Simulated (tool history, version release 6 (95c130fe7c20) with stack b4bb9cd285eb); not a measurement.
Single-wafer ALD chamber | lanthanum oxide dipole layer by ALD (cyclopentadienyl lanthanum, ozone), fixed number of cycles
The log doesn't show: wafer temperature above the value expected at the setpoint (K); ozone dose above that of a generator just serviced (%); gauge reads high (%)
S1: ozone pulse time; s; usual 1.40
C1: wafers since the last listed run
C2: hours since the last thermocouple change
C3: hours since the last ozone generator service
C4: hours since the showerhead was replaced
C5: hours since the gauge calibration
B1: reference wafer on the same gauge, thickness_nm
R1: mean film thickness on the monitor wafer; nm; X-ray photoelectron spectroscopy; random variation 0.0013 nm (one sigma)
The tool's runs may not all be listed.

run,day,S1,C1,C2,C3,C4,C5,B1,R1
1,0.000,1.40,0,1372.9,687.4,8428.7,66.6,0.56,0.489
2,0.642,1.40,214,1388.3,702.8,8444.1,82.0,0.56,0.490
3,1.175,1.40,178,1401.1,715.6,8456.9,94.8,0.56,0.488
4,1.696,1.40,173,1413.6,728.1,8469.4,107.3,0.56,0.488
5,2.342,1.40,215,1429.1,743.6,8484.9,122.8,0.56,0.489
6,2.846,1.40,168,1441.2,755.7,8497.0,134.9,0.56,0.488
7,3.488,1.77,214,1456.6,771.1,8512.4,150.3,0.56,0.509
8,3.854,1.69,122,1465.4,779.9,8521.2,159.1,0.56,0.508
9,4.221,1.69,122,1474.2,788.7,8530.0,167.9,0.56,0.504
# day 4.596: showerhead replaced
10,4.617,1.69,20,1483.7,798.2,0.5,177.4,0.56,0.504
11,5.104,1.72,162,1495.4,809.9,12.2,189.1,0.56,0.502
12,5.433,1.40,109,1503.3,817.8,20.1,197.0,0.56,0.488
# day 5.475: gauge calibrated
# day 6.396: thermocouple changed; heater temperature recalibrated
13,6.417,0.97,217,0.5,841.4,43.7,22.6,0.56,0.452
14,6.612,0.97,65,5.2,846.1,48.4,27.3,0.56,0.451
15,7.279,1.40,222,21.2,862.1,64.4,43.3,0.56,0.487
16,7.583,1.19,101,28.5,869.4,71.7,50.6,0.56,0.472
17,8.238,1.05,218,44.2,885.1,87.4,66.3,0.56,0.460
18,8.625,1.40,129,53.5,894.4,96.7,75.6,0.56,0.485
19,8.921,0.93,98,60.6,901.5,103.8,82.7,0.56,0.447
20,9.579,0.99,219,76.4,917.3,119.6,98.5,0.56,0.455
21,10.246,1.90,222,92.4,933.3,135.6,114.5,0.56,0.514
# day 11.042: ozone generator serviced
22,11.062,1.40,161,112.0,0.5,155.2,134.1,0.56,0.519
23,11.138,1.85,25,113.8,2.3,157.0,135.9,0.56,0.532
24,11.779,1.23,214,129.2,17.7,172.4,151.3,0.56,0.508
25,12.254,1.69,158,140.6,29.1,183.8,162.7,0.56,0.525
26,12.729,1.18,158,152.0,40.5,195.2,174.1,0.56,0.502
27,13.342,1.40,204,166.7,55.2,209.9,188.8,0.56,0.514
28,13.975,1.40,211,181.9,70.4,225.1,204.0,0.56,0.513
# day 14.104: gauge calibrated
29,14.708,1.03,244,199.5,88.0,242.7,14.5,0.56,0.488
30,15.000,1.96,97,206.5,95.0,249.7,21.5,0.56,0.531

4 ways to go on from here, each from the tool as it stands after run 30. What would each give?
A,15.017,0.98,5,206.9,95.4,250.1,21.9,?,?
B,15.017,1.65,5,206.9,95.4,250.1,21.9,?,?
C,15.017,1.78,5,206.9,95.4,250.1,21.9,?,?
D,15.017,1.10,5,206.9,95.4,250.1,21.9,?,?

run,B1,R1
A,0.56,0.484
B,0.56,0.523
C,0.56,0.528
D,0.56,0.494
Without the tool's hidden state the same runs would have given:
run,R1
A,0.495
B,0.530
C,0.534
D,0.504
